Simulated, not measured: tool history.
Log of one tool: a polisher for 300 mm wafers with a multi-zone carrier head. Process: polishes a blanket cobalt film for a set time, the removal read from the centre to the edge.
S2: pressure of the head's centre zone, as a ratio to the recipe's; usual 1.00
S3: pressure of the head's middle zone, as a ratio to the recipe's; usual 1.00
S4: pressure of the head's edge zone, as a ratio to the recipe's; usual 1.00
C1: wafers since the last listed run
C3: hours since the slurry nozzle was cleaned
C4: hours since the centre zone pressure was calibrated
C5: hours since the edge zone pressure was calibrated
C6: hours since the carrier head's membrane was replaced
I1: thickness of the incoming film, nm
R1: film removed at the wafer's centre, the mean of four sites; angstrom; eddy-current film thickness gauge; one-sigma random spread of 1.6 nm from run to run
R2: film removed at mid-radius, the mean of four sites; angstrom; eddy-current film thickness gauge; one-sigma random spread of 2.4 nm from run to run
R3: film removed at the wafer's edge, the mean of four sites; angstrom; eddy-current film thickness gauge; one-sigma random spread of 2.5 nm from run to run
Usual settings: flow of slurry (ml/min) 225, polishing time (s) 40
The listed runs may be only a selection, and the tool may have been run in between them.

run 1 hour=0.0 | flow_of_slurry_(ml/min)=225 S2=1.00 S3=1.00 S4=1.06 polishing_time_(s)=40 | C1=0 wafers_polished_on_this_pad=1022 C3=151.2 C4=716.3 C5=1143.2 C6=1864.5 | I1=710.6 | R1=2297 R2=2450 R3=2611
run 2 hour=8.8 | flow_of_slurry_(ml/min)=225 S2=1.00 S3=1.00 S4=1.06 polishing_time_(s)=40 | C1=74 wafers_polished_on_this_pad=1097 C3=160.0 C4=725.1 C5=1152.0 C6=1873.3 | I1=696.8 | R1=2256 R2=2470 R3=2545
run 3 hour=16.4 | flow_of_slurry_(ml/min)=225 S2=1.00 S3=1.00 S4=1.00 polishing_time_(s)=40 | C1=64 wafers_polished_on_this_pad=1161 C3=167.6 C4=732.7 C5=1159.6 C6=1880.9 | I1=714.7 | R1=2288 R2=2468 R3=2537
run 4 hour=25.4 | flow_of_slurry_(ml/min)=225 S2=1.00 S3=1.00 S4=1.00 polishing_time_(s)=40 | C1=76 wafers_polished_on_this_pad=1238 C3=176.6 C4=741.7 C5=1168.6 C6=1889.9 | I1=696.4 | R1=2297 R2=2469 R3=2485
-- hour=32.9 worn pad replaced by a new one
run 5 hour=41.5 | flow_of_slurry_(ml/min)=225 S2=1.00 S3=1.00 S4=0.97 polishing_time_(s)=40 | C1=102 wafers_polished_on_this_pad=72 C3=192.7 C4=757.8 C5=1184.7 C6=1906.0 | I1=697.1 | R1=2264 R2=2444 R3=2465
run 6 hour=55.7 | flow_of_slurry_(ml/min)=225 S2=1.00 S3=1.00 S4=0.97 polishing_time_(s)=40 | C1=120 wafers_polished_on_this_pad=193 C3=206.9 C4=772.0 C5=1198.9 C6=1920.2 | I1=698.2 | R1=2271 R2=2467 R3=2460
run 7 hour=66.8 | flow_of_slurry_(ml/min)=225 S2=1.00 S3=1.00 S4=0.97 polishing_time_(s)=40 | C1=94 wafers_polished_on_this_pad=287 C3=218.0 C4=783.1 C5=1210.0 C6=1931.3 | I1=692.4 | R1=2254 R2=2435 R3=2435
run 8 hour=83.6 | flow_of_slurry_(ml/min)=170 S2=1.00 S3=1.00 S4=1.05 polishing_time_(s)=40 | C1=142 wafers_polished_on_this_pad=430 C3=234.8 C4=799.9 C5=1226.8 C6=1948.1 | I1=697.6 | R1=2137 R2=2308 R3=2415
run 9 hour=99.5 | flow_of_slurry_(ml/min)=170 S2=1.00 S3=1.00 S4=1.05 polishing_time_(s)=40 | C1=135 wafers_polished_on_this_pad=565 C3=250.7 C4=815.8 C5=1242.7 C6=1964.0 | I1=710.0 | R1=2149 R2=2348 R3=2461
run 10 hour=114.5 | flow_of_slurry_(ml/min)=225 S2=1.00 S3=1.00 S4=1.00 polishing_time_(s)=40 | C1=127 wafers_polished_on_this_pad=693 C3=265.7 C4=830.8 C5=1257.7 C6=1979.0 | I1=706.8 | R1=2285 R2=2488 R3=2506
run 11 hour=125.3 | flow_of_slurry_(ml/min)=225 S2=1.00 S3=1.00 S4=1.00 polishing_time_(s)=29 | C1=91 wafers_polished_on_this_pad=785 C3=276.5 C4=841.6 C5=1268.5 C6=1989.8 | I1=696.3 | R1=1635 R2=1766 R3=1802
run 12 hour=133.8 | flow_of_slurry_(ml/min)=225 S2=1.03 S3=1.00 S4=1.00 polishing_time_(s)=40 | C1=72 wafers_polished_on_this_pad=857 C3=285.0 C4=850.1 C5=1277.0 C6=1998.3 | I1=705.3 | R1=2315 R2=2470 R3=2483
run 13 hour=142.1 | flow_of_slurry_(ml/min)=225 S2=0.93 S3=1.00 S4=1.00 polishing_time_(s)=40 | C1=70 wafers_polished_on_this_pad=928 C3=293.3 C4=858.4 C5=1285.3 C6=2006.6 | I1=702.7 | R1=2109 R2=2435 R3=2489
-- hour=144.3 centre zone pressure recalibrated
-- hour=182.1 edge zone pressure recalibrated
-- hour=183.7 worn pad replaced by a new one
run 14 hour=189.5 | flow_of_slurry_(ml/min)=225 S2=0.93 S3=1.00 S4=1.00 polishing_time_(s)=52 | C1=355 wafers_polished_on_this_pad=49 C3=340.7 C4=45.2 C5=7.4 C6=2054.0 | I1=692.3 | R1=3347 R2=3209 R3=3204
-- hour=194.3 centre zone pressure recalibrated, repeated, since the last time left the tool worse
-- hour=197.1 slurry nozzle cleaned
-- hour=202.2 carrier head's membrane replaced by a new one
run 15 hour=202.8 | flow_of_slurry_(ml/min)=225 S2=1.08 S3=1.00 S4=1.00 polishing_time_(s)=51 | C1=45 wafers_polished_on_this_pad=94 C3=5.7 C4=8.5 C5=20.7 C6=0.6 | I1=699.5 | R1=3310 R2=3199 R3=3131
run 16 hour=214.9 | flow_of_slurry_(ml/min)=225 S2=1.00 S3=1.00 S4=1.00 polishing_time_(s)=40 | C1=102 wafers_polished_on_this_pad=197 C3=17.8 C4=20.6 C5=32.8 C6=12.7 | I1=711.0 | R1=2407 R2=2483 R3=2487
run 17 hour=232.6 | flow_of_slurry_(ml/min)=285 S2=1.00 S3=1.00 S4=1.06 polishing_time_(s)=36 | C1=150 wafers_polished_on_this_pad=348 C3=35.5 C4=38.3 C5=50.5 C6=30.4 | I1=705.7 | R1=2235 R2=2296 R3=2320
run 18 hour=247.0 | flow_of_slurry_(ml/min)=300 S2=1.11 S3=1.00 S4=1.00 polishing_time_(s)=53 | C1=122 wafers_polished_on_this_pad=470 C3=49.9 C4=52.7 C5=64.9 C6=44.8 | I1=699.8 | R1=3622 R2=3368 R3=3360
run 19 hour=255.1 | flow_of_slurry_(ml/min)=225 S2=0.95 S3=0.97 S4=0.89 polishing_time_(s)=40 | C1=68 wafers_polished_on_this_pad=539 C3=58.0 C4=60.8 C5=73.0 C6=52.9 | I1=706.8 | R1=2324 R2=2385 R3=2362

For some of the steps in R1 from one run to the next: how much would appear even if the tool had no hidden state, given the settings, what came in and random variation, and how much remains for the hidden state plus any gauge scatter that the measured result and the result without hidden state don't share?
The hidden state here: removal rate lost through wear of the pad, %; slurry flow missing at the pad, %; deviation of the centre zone's pressure from its setpoint, %; deviation of the edge zone's pressure from its setpoint, %.
Run 13 -> 14: polishing time (s) 40 -> 52, centre zone pressure recalibrated, edge zone pressure recalibrated, worn pad replaced by a new one. R1 +1238 angstrom: hidden state +572, all else +666.
Run 17 -> 18: flow of slurry (ml/min) 285 -> 300, S2 1.00 -> 1.11, S4 1.06 -> 1.00, polishing time (s) 36 -> 53. R1 +1387 angstrom: hidden state -2, all else +1389.
